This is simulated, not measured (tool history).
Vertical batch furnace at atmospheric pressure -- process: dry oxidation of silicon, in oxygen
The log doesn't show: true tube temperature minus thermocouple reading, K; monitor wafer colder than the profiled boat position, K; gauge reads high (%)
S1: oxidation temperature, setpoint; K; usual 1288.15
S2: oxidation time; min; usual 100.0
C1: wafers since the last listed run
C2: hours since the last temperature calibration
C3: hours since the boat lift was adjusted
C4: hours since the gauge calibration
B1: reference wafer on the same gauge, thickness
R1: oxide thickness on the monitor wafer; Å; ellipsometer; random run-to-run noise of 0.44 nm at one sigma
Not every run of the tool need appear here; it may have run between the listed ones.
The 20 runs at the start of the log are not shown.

run	hour	S1	S2	C1	C2	C3	C4	B1	R1
21	1852.4	1265.15	116.0	694	3752.5	99.2	750.6	112.28	903.1
22	1904.9	1299.15	80.0	425	3805.0	151.7	803.1	111.86	934.8
# hour 1956.5: thermocouples replaced and temperature profile calibrated
23	1979.2	1302.15	148.0	407	22.7	226.0	877.4	112.41	1308.0
24	2017.1	1288.15	100.0	306	60.6	263.9	915.3	112.43	978.9
25	2067.6	1276.15	136.0	409	111.1	314.4	965.8	112.08	1050.0
26	2172.5	1276.15	123.5	849	216.0	419.3	1070.7	112.30	992.2
27	2254.8	1304.15	54.5	666	298.3	501.6	1153.0	112.04	798.6
28	2312.9	1296.15	146.0	470	356.4	559.7	1211.1	112.24	1242.8
29	2542.2	1277.15	75.5	1857	585.7	789.0	1440.4	112.48	781.5
30	2610.4	1302.15	148.0	552	653.9	857.2	1508.6	112.14	1290.2

Branching from run 30: 4 alternative next runs. What would each branch give?
A	2616.8	1288.15	100.0	51	660.3	863.6	1515.0	?	?
B	2616.8	1288.15	147.5	51	660.3	863.6	1515.0	?	?
C	2616.8	1297.15	81.0	51	660.3	863.6	1515.0	?	?
D	2616.8	1297.15	65.5	51	660.3	863.6	1515.0	?	?

run	B1	R1
A	112.19	957.6
B	112.19	1174.6
C	112.19	912.8
D	112.19	825.9
Stripped of hidden state, with their random variation kept, the same runs would have yielded:
run	R1
A	973.2
B	1195.1
C	927.0
D	838.0
